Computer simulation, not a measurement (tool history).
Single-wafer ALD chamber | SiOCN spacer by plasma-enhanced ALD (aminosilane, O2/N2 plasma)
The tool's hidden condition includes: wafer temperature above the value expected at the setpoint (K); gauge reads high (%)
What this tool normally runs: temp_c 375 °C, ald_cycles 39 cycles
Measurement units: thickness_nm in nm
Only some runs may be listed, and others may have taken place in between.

run	day	temp_c	ald_cycles	wafers since the last listed run	hours since the last thermocouple change	hours since the gauge calibration	read-back reference wafer on the same gauge, thickness_nm	thickness_nm
1	0	375	37	0	564.9	61.3	2.488	2.183
2	2.208	375	37	323	617.9	114.3	2.49	2.177
3	4.479	375	37	332	672.4	168.8	2.491	2.177
4	5.992	375	39	221	708.7	205.1	2.488	2.284
5	7.754	375	39	258	751	247.4	2.492	2.298
6	9.246	375	39	218	786.8	283.2	2.49	2.29
7	11.979	369	39	400	852.4	348.8	2.49	2.282
8	14.204	369	39	325	905.8	402.2	2.492	2.305
9	17.142	369	39	430	976.3	472.7	2.49	2.286
10	19.112	375	39	288	1023.6	520	2.489	2.287
11	21.496	367	35	348	1080.8	577.2	2.49	2.063
12	23.45	370	46	286	1127.7	624.1	2.488	2.716
13	25.683	368	36	326	1181.3	677.7	2.49	2.12
# day 27.196: thermocouple changed; heater temperature recalibrated
14	27.562	375	33	226	8.8	722.8	2.49	1.933
15	29.433	375	37	273	53.7	767.7	2.489	2.161
16	30.904	375	39	215	89	803	2.487	2.297
17	33.546	375	39	386	152.4	866.4	2.491	2.294
18	36.079	375	39	370	213.2	927.2	2.489	2.285
# day 38.121: gauge calibrated
19	38.746	366	36	390	277.2	15	2.49	2.12
20	40.412	366	39	244	317.2	55	2.49	2.295
21	48.467	370	45	1179	510.5	248.3	2.489	2.65

Here are 4 independent what-if runs from the current tool condition. What would each one return?
A	48.488	375	39	3	511	248.8	?	?
B	48.488	368	35	3	511	248.8	?	?
C	48.488	375	47	3	511	248.8	?	?
D	48.488	375	35	3	511	248.8	?	?

run	read-back reference wafer on the same gauge, thickness_nm	thickness_nm
A	2.489	2.286
B	2.489	2.052
C	2.489	2.755
D	2.489	2.052
Without the tool's hidden state the same runs would have given:
run	thickness_nm
A	2.286
B	2.052
C	2.755
D	2.052

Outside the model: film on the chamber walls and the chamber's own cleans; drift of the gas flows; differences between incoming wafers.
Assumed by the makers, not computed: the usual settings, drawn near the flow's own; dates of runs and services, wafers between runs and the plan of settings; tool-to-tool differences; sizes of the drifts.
